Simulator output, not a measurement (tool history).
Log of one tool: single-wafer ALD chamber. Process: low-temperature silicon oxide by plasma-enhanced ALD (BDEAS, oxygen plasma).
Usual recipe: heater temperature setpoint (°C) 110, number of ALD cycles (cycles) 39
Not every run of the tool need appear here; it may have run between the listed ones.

run,day,heater temperature setpoint (°C),number of ALD cycles (cycles),"read-back reference wafer on the same gauge, thickness_nm",mean film thickness on the monitor wafer (nm)
1,0.000,110,39,6.421,5.777
2,1.092,106,45,6.419,6.747
3,2.338,106,45,6.422,6.745
4,3.008,106,45,6.418,6.723
5,3.675,110,39,6.423,5.804
6,4.854,110,39,6.421,5.780
7,6.050,110,39,6.419,5.802
8,6.854,100,43,6.417,6.522
9,7.762,100,43,6.416,6.532
10,9.058,110,39,6.417,5.784
11,10.471,110,39,6.422,5.809
12,13.629,110,39,6.417,5.798
13,14.946,110,42,6.423,6.225
# day 15.283: thermocouple changed; heater temperature recalibrated
# day 15.492: gauge calibrated
14,15.896,110,42,6.419,6.237
15,17.104,110,42,6.419,6.224
16,17.888,110,39,6.421,5.785
17,19.192,110,39,6.419,5.794
18,20.288,117,35,6.421,5.111
19,21.517,96,32,6.417,4.969
20,22.533,122,46,6.416,6.682
21,23.121,110,39,6.416,5.804
22,24.275,117,42,6.411,6.145
23,25.200,121,36,6.419,5.234
24,26.425,116,34,6.420,4.952
25,27.900,95,34,6.420,5.272
26,28.479,102,43,6.418,6.506
27,29.692,110,39,6.416,5.801
28,31.950,121,39,6.421,5.642
29,32.683,123,34,6.417,4.924
30,33.188,110,39,6.420,5.776
31,33.975,110,39,6.420,5.776

Run 32 is up next; what results do you expect?
32,35.108,106,44,?,?

{"run 32": {"read-back reference wafer on the same gauge, thickness_nm": 6.416, "mean film thickness on the monitor wafer (nm)": 6.588}}
With no hidden state in the tool, this same run would have given mean film thickness on the monitor wafer (nm) 6.588.
